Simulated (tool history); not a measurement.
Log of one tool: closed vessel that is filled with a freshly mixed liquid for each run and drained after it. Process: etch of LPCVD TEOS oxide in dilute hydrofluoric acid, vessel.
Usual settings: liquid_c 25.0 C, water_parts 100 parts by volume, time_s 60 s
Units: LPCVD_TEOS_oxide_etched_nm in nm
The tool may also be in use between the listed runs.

| run | day | liquid_c | water_parts | time_s | wafers since the last listed run | hours since the thermometer was replaced | hours since the hydrofluoric acid flow meter was replaced | hours since the gauge calibration | read-back film thickness of the LPCVD TEOS oxide reference wafer, read on the same gauge (nm) | LPCVD_TEOS_oxide_etched_nm |
|---|---|---|---|---|---|---|---|---|---|---|
| 1 | 0.000 | 25.0 | 100 | 60 | 0 | 1431.1 | 234.0 | 238.9 | 90.43 | 14.66 |
| 2 | 4.317 | 25.0 | 100 | 60 | 11931 | 1534.7 | 337.6 | 342.5 | 90.63 | 14.81 |
| 3 | 5.408 | 25.0 | 100 | 60 | 3017 | 1560.9 | 363.8 | 368.7 | 90.70 | 14.85 |
| 4 | 6.612 | 25.0 | 130 | 35 | 3328 | 1589.8 | 392.7 | 397.6 | 90.81 | 6.46 |
| 5 | 7.846 | 25.0 | 130 | 35 | 3408 | 1619.4 | 422.3 | 427.2 | 90.88 | 6.41 |
| 6 | 8.988 | 25.0 | 130 | 35 | 3155 | 1646.8 | 449.7 | 454.6 | 90.92 | 6.40 |
| 7 | 13.267 | 25.0 | 100 | 60 | 11827 | 1749.5 | 552.4 | 557.3 | 91.35 | 14.84 |
| 8 | 14.642 | 25.0 | 100 | 60 | 3800 | 1782.5 | 585.4 | 590.3 | 91.51 | 14.89 |
| 9 | 15.508 | 22.0 | 100 | 60 | 2395 | 1803.3 | 606.2 | 611.1 | 91.57 | 13.35 |
| 10 | 16.283 | 25.0 | 100 | 60 | 2142 | 1821.9 | 624.8 | 629.7 | 91.67 | 15.08 |
| 11 | 17.038 | 21.0 | 65 | 60 | 2084 | 1840.0 | 642.9 | 647.8 | 91.72 | 20.62 |
| 12 | 17.692 | 21.0 | 65 | 60 | 1808 | 1855.7 | 658.6 | 663.5 | 91.78 | 20.53 |
| 13 | 18.438 | 21.0 | 65 | 60 | 2061 | 1873.6 | 676.5 | 681.4 | 91.87 | 20.63 |
| 14 | 20.979 | 25.0 | 100 | 60 | 7025 | 1934.6 | 737.5 | 742.4 | 92.18 | 15.20 |
| 15 | 22.054 | 25.0 | 100 | 60 | 2971 | 1960.4 | 763.3 | 768.2 | 92.30 | 15.20 |
| 16 | 23.050 | 21.5 | 140 | 35 | 2752 | 1984.3 | 787.2 | 792.1 | 92.45 | 5.24 |
| 17 | 26.788 | 25.0 | 100 | 60 | 10330 | 2074.0 | 876.9 | 881.8 | 93.03 | 15.05 |
| 18 | 27.496 | 22.0 | 100 | 45 | 1957 | 2091.0 | 893.9 | 898.8 | 93.12 | 10.10 |
| 19 | 28.742 | 25.0 | 125 | 75 | 3443 | 2120.9 | 923.8 | 928.7 | 93.27 | 14.61 |
| 20 | 29.771 | 25.0 | 100 | 60 | 2844 | 2145.6 | 948.5 | 953.4 | 93.42 | 15.21 |
| 21 | 30.817 | 29.5 | 145 | 45 | 2890 | 2170.7 | 973.6 | 978.5 | 93.64 | 8.78 |
| 22 | 32.262 | 29.0 | 60 | 70 | 3996 | 2205.4 | 1008.3 | 1013.2 | 93.86 | 36.84 |
| 23 | 33.558 | 25.0 | 100 | 60 | 3581 | 2236.5 | 1039.4 | 1044.3 | 94.05 | 15.33 |
|  | 34.658 | hydrofluoric acid flow meter replaced |
|  | 35.121 | gauge calibrated |
|  | 35.142 | thermometer replaced |
| 24 | 37.154 | 29.5 | 150 | 90 | 9708 | 48.3 | 59.9 | 48.8 | 90.30 | 16.46 |
| 25 | 40.679 | 21.0 | 100 | 60 | 9742 | 132.9 | 144.5 | 133.4 | 90.33 | 12.43 |
| 26 | 41.321 | 25.0 | 100 | 60 | 1773 | 148.3 | 159.9 | 148.8 | 90.32 | 14.71 |
| 27 | 44.850 | 21.0 | 65 | 60 | 9754 | 233.0 | 244.6 | 233.5 | 90.46 | 20.12 |
| 28 | 46.021 | 25.0 | 100 | 60 | 3236 | 261.1 | 272.7 | 261.6 | 90.55 | 14.75 |
| 29 | 47.121 | 30.0 | 100 | 60 | 3040 | 287.5 | 299.1 | 288.0 | 90.56 | 17.95 |
| 30 | 48.350 | 25.0 | 100 | 50 | 3397 | 317.0 | 328.6 | 317.5 | 90.57 | 12.31 |
| 31 | 48.858 | 25.0 | 80 | 60 | 1405 | 329.2 | 340.8 | 329.7 | 90.65 | 19.13 |
| 32 | 49.383 | 25.0 | 100 | 60 | 1451 | 341.8 | 353.4 | 342.3 | 90.65 | 14.81 |
| 33 | 50.275 | 23.5 | 140 | 30 | 2464 | 363.2 | 374.8 | 363.7 | 90.75 | 4.75 |

4 ways to go on from here, each from the tool as it stands after run 33. What would each give?
| A | 50.304 | 25.0 | 100 | 60 | 80 | 363.9 | 375.5 | 364.4 | ? | ? |
| B | 50.304 | 25.0 | 55 | 60 | 80 | 363.9 | 375.5 | 364.4 | ? | ? |
| C | 50.304 | 22.5 | 55 | 35 | 80 | 363.9 | 375.5 | 364.4 | ? | ? |
| D | 50.304 | 27.0 | 55 | 90 | 80 | 363.9 | 375.5 | 364.4 | ? | ? |

| run | read-back film thickness of the LPCVD TEOS oxide reference wafer, read on the same gauge (nm) | LPCVD_TEOS_oxide_etched_nm |
|---|---|---|
| A | 90.73 | 14.71 |
| B | 90.73 | 28.36 |
| C | 90.73 | 14.93 |
| D | 90.73 | 46.12 |
Without the tool's hidden state the same runs would have given:
| run | LPCVD_TEOS_oxide_etched_nm |
|---|---|
| A | 14.59 |
| B | 28.14 |
| C | 14.81 |
| D | 45.75 |

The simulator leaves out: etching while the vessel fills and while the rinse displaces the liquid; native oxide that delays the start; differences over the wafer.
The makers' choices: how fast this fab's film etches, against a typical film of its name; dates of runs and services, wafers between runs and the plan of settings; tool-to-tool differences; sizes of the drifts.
